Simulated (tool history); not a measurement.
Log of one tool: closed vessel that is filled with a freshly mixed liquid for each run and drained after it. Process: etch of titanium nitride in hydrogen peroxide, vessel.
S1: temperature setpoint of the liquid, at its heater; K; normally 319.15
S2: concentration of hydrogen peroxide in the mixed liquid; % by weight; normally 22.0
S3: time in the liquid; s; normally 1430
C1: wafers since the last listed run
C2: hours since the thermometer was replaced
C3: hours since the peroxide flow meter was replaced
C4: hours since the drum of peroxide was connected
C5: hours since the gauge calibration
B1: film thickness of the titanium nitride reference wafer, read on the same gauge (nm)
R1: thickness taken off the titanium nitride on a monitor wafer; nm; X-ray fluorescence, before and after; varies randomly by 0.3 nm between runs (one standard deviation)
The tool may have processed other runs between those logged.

run	hour	S1	S2	S3	C1	C2	C3	C4	C5	B1	R1
1	0.0	319.15	22.0	1610	0	128.5	30.6	731.2	285.5	97.92	50.93
2	90.4	319.15	22.0	1610	5148	218.9	121.0	821.6	375.9	97.39	50.92
# hour 170.3: new drum of peroxide connected
3	181.6	324.65	22.0	1735	5137	310.1	212.2	11.3	467.1	96.98	81.31
4	274.7	319.15	22.0	1430	5302	403.2	305.3	104.4	560.2	96.67	44.54
5	342.5	319.15	22.0	1430	3861	471.0	373.1	172.2	628.0	96.40	44.12
6	448.8	319.15	22.0	1430	6054	577.3	479.4	278.5	734.3	96.14	44.67
7	542.0	319.15	22.0	1430	5308	670.5	572.6	371.7	827.5	95.93	44.73
8	647.6	319.15	22.0	1430	6014	776.1	678.2	477.3	933.1	95.73	44.10
# hour 662.6: peroxide flow meter replaced
9	708.8	319.15	22.0	1430	3428	837.3	46.2	538.5	994.3	95.68	44.56
10	868.6	323.65	18.0	1430	9101	997.1	206.0	698.3	1154.1	95.43	59.13
11	930.7	319.15	22.0	1900	3536	1059.2	268.1	760.4	1216.2	95.36	57.73
12	977.6	319.15	22.0	1430	2671	1106.1	315.0	807.3	1263.1	95.32	44.24
# hour 981.9: thermometer replaced
# hour 1045.8: gauge calibrated
# hour 1058.4: new drum of peroxide connected
13	1069.2	323.15	19.5	1850	5102	87.3	406.6	10.8	23.4	100.14	78.41
14	1133.8	323.15	18.5	1430	3679	151.9	471.2	75.4	88.0	99.53	59.33
15	1182.5	319.15	22.0	1610	2773	200.6	519.9	124.1	136.7	99.15	51.77
# hour 1233.4: peroxide flow meter replaced
16	1241.4	319.15	20.5	2060	3297	259.5	8.0	183.0	195.6	98.68	64.23
17	1283.7	310.65	24.0	1900	2409	301.8	50.3	225.3	237.9	98.39	32.32
18	1337.1	316.15	18.5	1430	3041	355.2	103.7	278.7	291.3	98.08	34.84

Branching from run 18: 3 alternative next runs. What would each branch give?
A	1338.1	319.15	22.0	700	56	356.2	104.7	279.7	292.3	?	?
B	1338.1	319.15	22.0	1135	56	356.2	104.7	279.7	292.3	?	?
C	1338.1	323.15	17.5	985	56	356.2	104.7	279.7	292.3	?	?

run	B1	R1
A	98.08	22.16
B	98.08	35.93
C	98.08	39.78
Without the tool's unlogged condition, the same runs would have read:
run	R1
A	22.60
B	36.64
C	40.56
